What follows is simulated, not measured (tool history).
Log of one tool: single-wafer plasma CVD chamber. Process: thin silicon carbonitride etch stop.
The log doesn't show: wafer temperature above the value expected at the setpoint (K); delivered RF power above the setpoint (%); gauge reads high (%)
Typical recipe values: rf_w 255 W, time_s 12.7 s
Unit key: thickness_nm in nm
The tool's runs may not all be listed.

run,hour,rf_w,time_s,wafers since the last listed run,hours since the last thermocouple change,hours since the last RF generator calibration,hours since the showerhead was replaced,hours since the gauge calibration,"read-back reference wafer on the same gauge, thickness_nm",thickness_nm
1,0.0,255,11.0,0,1778.9,1688.9,1956.1,81.4,8.929,7.002
2,107.4,255,11.0,2667,1886.3,1796.3,2063.5,188.8,8.931,6.992
3,155.8,255,12.7,1202,1934.7,1844.7,2111.9,237.2,8.928,8.066
4,241.6,255,12.7,2131,2020.5,1930.5,2197.7,323.0,8.934,8.110
5,317.7,255,12.7,1890,2096.6,2006.6,2273.8,399.1,8.925,8.060
6,381.5,255,12.7,1584,2160.4,2070.4,2337.6,462.9,8.923,8.064
7,454.9,285,14.5,1823,2233.8,2143.8,2411.0,536.3,8.928,9.643
8,510.3,285,14.5,1376,2289.2,2199.2,2466.4,591.7,8.936,9.568
# hour 620.4: showerhead replaced
9,620.9,285,14.5,2548,2399.8,2309.8,0.5,702.3,8.927,9.635
# hour 661.6: RF generator calibrated
10,676.4,305,12.7,1179,2455.3,14.8,56.0,757.8,8.932,8.879
# hour 840.5: gauge calibrated
# hour 904.2: thermocouple changed; heater temperature recalibrated
11,975.0,255,10.3,7217,70.8,313.4,354.6,134.5,8.929,6.694
12,1019.3,305,12.7,1100,115.1,357.7,398.9,178.8,8.937,8.761

Run 13 comes next. What will it give?
13,1087.6,285,14.1,1696,183.4,426.0,467.2,247.1,?,?

{"run 13": {"read-back reference wafer on the same gauge, thickness_nm": 8.933, "thickness_nm": 9.47}}
On a tool with no hidden condition, and with the same random variation, this run would have come out at thickness_nm 9.623 nm.

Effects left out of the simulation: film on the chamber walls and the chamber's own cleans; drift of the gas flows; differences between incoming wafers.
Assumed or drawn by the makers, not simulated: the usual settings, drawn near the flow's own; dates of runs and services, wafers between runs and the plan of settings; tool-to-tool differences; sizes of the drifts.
